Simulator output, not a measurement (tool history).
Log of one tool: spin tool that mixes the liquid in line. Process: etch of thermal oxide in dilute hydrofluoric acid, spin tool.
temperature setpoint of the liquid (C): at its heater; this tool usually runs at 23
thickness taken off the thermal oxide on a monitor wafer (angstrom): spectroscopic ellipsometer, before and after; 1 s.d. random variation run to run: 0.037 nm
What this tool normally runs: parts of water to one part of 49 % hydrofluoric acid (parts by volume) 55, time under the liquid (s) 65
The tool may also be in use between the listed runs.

run,hour,temperature setpoint of the liquid (C),parts of water to one part of 49 % hydrofluoric acid (parts by volume),time under the liquid (s),"read-back film thickness of the thermal oxide reference wafer, read on the same gauge (nm)",thickness taken off the thermal oxide on a monitor wafer (angstrom)
1,0,23,55,65,30.01,59
2,79.1,23,55,65,30,59.1
# hour 130.3: hydrofluoric acid flow meter replaced
3,154,21,55,65,29.99,53.8
4,220.6,21,55,65,30.02,55.5
5,284.8,21,55,65,30,55.1
6,327.7,23,55,65,30,59.4
7,405.1,23,55,65,29.98,59.8
8,458.7,23,55,65,30.02,59.4
# hour 485.3: thermometer replaced
9,590.1,26,75,65,29.98,50.7
# hour 642.5: gauge calibrated
10,669.2,25.5,55,30,30,32.7
11,707.5,27.5,40,80,30,132.1
12,757.2,23,55,65,30.03,63.5
# hour 759.2: thermometer replaced, repeated, since the last time left the tool worse
13,858,23,55,65,30.01,56.3
# hour 867.9: hydrofluoric acid flow meter replaced
14,930.1,23,70,90,30,60.6
15,1031.3,25.5,55,100,29.99,98.1
16,1171,21,75,65,30,37.8

3 options for the next run, each taken on its own from the tool as it stands now. Forecast them:
A,1171.4,23,55,65,?,?
B,1171.4,23,75,50,?,?
C,1171.4,23,65,65,?,?

run,"read-back film thickness of the thermal oxide reference wafer, read on the same gauge (nm)",thickness taken off the thermal oxide on a monitor wafer (angstrom)
A,30.03,56.5
B,30.03,31
C,30.03,47.2
Stripped of hidden state, with their random variation kept, the same runs would have yielded:
run,thickness taken off the thermal oxide on a monitor wafer (angstrom)
A,55.3
B,30.4
C,46.2
